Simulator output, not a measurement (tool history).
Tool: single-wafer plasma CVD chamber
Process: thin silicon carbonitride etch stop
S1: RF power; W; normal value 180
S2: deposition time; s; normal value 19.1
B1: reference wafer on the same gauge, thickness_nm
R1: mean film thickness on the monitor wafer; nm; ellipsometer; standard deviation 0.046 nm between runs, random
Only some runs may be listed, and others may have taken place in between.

{"run": 1, "day": 0.0, "S1": 180, "S2": 19.1, "B1": 8.757, "R1": 10.609}
{"run": 2, "day": 2.729, "S1": 180, "S2": 19.1, "B1": 8.773, "R1": 10.698}
{"run": 3, "day": 5.446, "S1": 205, "S2": 19.1, "B1": 8.789, "R1": 11.051}
{"run": 4, "day": 9.662, "S1": 205, "S2": 19.1, "B1": 8.798, "R1": 11.108}
{"run": 5, "day": 12.262, "S1": 205, "S2": 19.1, "B1": 8.799, "R1": 11.079}
{"run": 6, "day": 14.771, "S1": 170, "S2": 19.1, "B1": 8.832, "R1": 10.516}
{"day": 19.225, "done": "thermocouple changed; heater temperature recalibrated"}
{"run": 7, "day": 19.246, "S1": 170, "S2": 19.1, "B1": 8.837, "R1": 10.566}
{"run": 8, "day": 21.467, "S1": 180, "S2": 17, "B1": 8.824, "R1": 9.493}
{"run": 9, "day": 23.712, "S1": 180, "S2": 19.1, "B1": 8.859, "R1": 10.735}
{"day": 27.4, "done": "RF generator calibrated"}
{"run": 10, "day": 27.421, "S1": 195, "S2": 17.8, "B1": 8.845, "R1": 10.275}
{"day": 29.888, "done": "gauge calibrated"}
{"run": 11, "day": 30.892, "S1": 180, "S2": 15.4, "B1": 8.629, "R1": 8.444}
{"day": 32.808, "done": "showerhead replaced"}
{"run": 12, "day": 35.021, "S1": 205, "S2": 18.1, "B1": 8.704, "R1": 10.4}

For run 13, what comes out?
{"run": 13, "day": 39.512, "S1": 170, "S2": 21, "B1": "?", "R1": "?"}

For run 13 the tool returned B1 8.746, R1 11.581 nm.
The same run, on a tool lacking any hidden state, would have yielded R1 11.377 nm.

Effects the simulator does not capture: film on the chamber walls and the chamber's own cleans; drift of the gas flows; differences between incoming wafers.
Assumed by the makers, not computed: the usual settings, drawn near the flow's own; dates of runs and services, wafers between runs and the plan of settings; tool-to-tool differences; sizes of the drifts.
